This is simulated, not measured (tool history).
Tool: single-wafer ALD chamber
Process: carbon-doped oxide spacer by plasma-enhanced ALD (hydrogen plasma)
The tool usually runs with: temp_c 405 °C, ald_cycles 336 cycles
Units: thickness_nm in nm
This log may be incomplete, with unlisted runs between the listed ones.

run    hour  temp_c  ald_cycles  read-back reference wafer on the same gauge, thickness_nm  thickness_nm
  1       0     405         336                                                       18.5        15.915
  2    26.5     405         336                                                     18.507        15.862
  3    57.5     405         364                                                     18.489        17.157
  4    89.3     405         364                                                     18.497        17.269
  5   108.3     405         336                                                     18.513        15.948
  6   133.4     405         336                                                     18.486        15.989
  7   148.6     405         336                                                     18.508        15.958
  8   165.3     405         336                                                     18.512        15.904
  9   194.8     405         336                                                     18.481        15.888
 10   210.7     405         336                                                     18.495        15.923
 11   244.6     405         336                                                     18.481        15.839
 12   266.3     408         336                                                     18.503         15.83
 13     282     408         336                                                     18.485         15.93
 14     314     408         336                                                     18.518        15.833
 15   342.6     405         388                                                     18.517        18.369
 16   362.1     405         388                                                     18.492        18.456
 17   389.8     405         388                                                      18.49        18.376
 18   408.1     405         306                                                       18.5        14.642
 19     449     405         336                                                      18.49        16.029
 20   462.7     405         336                                                       18.5        16.021
 21   491.2     405         336                                                     18.497        15.939
 22   506.4     405         336                                                     18.503        15.959
 23   537.9     410         377                                                     18.494        17.729
 24   558.5     418         374                                                     18.498        17.209
      566.1  -- gauge calibrated
 25   573.8     405         376                                                      18.51        17.895
 26   602.2     397         336                                                     18.483        16.049
 27     637     399         336                                                      18.51         16.03
      660.9  -- thermocouple changed; heater temperature recalibrated
 28   669.7     419         336                                                     18.516        14.881
 29   699.8     401         358                                                      18.49        16.753
 30   714.9     411         336                                                     18.505         15.25
 31   737.1     405         336                                                     18.505         15.49
 32   766.7     396         373                                                     18.493        17.646
 33   802.4     392         364                                                     18.502        17.392
      810.7  -- thermocouple changed; heater temperature recalibrated, repeated, since the last time left the tool worse
 34   817.6     418         359                                                     18.499        16.251
 35   850.3     405         336                                                     18.502        15.856
 36   864.9     405         336                                                     18.491         15.87
 37     897     405         336                                                     18.498        15.843
 38   912.9     398         336                                                      18.49         16.05
 39   939.5     405         292                                                     18.505        13.759
 40     959     405         336                                                     18.502        15.886
 41   991.7     394         379                                                     18.522        18.148
 42  1018.4     405         336                                                     18.505        15.812
 43  1033.7     394         336                                                     18.501        16.065
 44  1054.4     398         281                                                      18.52        13.476
 45  1068.8     405         336                                                     18.495        15.909

Alternative continuations, all from the tool just after run 45; predict every row:
  A  1069.7     405         318                                                          ?             ?
  B  1069.7     401         289                                                          ?             ?
  C  1069.7     411         300                                                          ?             ?
  D  1069.7     405         390                                                          ?             ?
  E  1069.7     419         381                                                          ?             ?

run  read-back reference wafer on the same gauge, thickness_nm  thickness_nm
  A                                                     18.486        14.966
  B                                                     18.486        13.751
  C                                                     18.486        13.886
  D                                                     18.486        18.355
  E                                                     18.486        17.242
What these runs would have given with no unlogged condition in the tool:
run  thickness_nm
  A        14.945
  B        13.732
  C        13.866
  D        18.329
  E        17.217
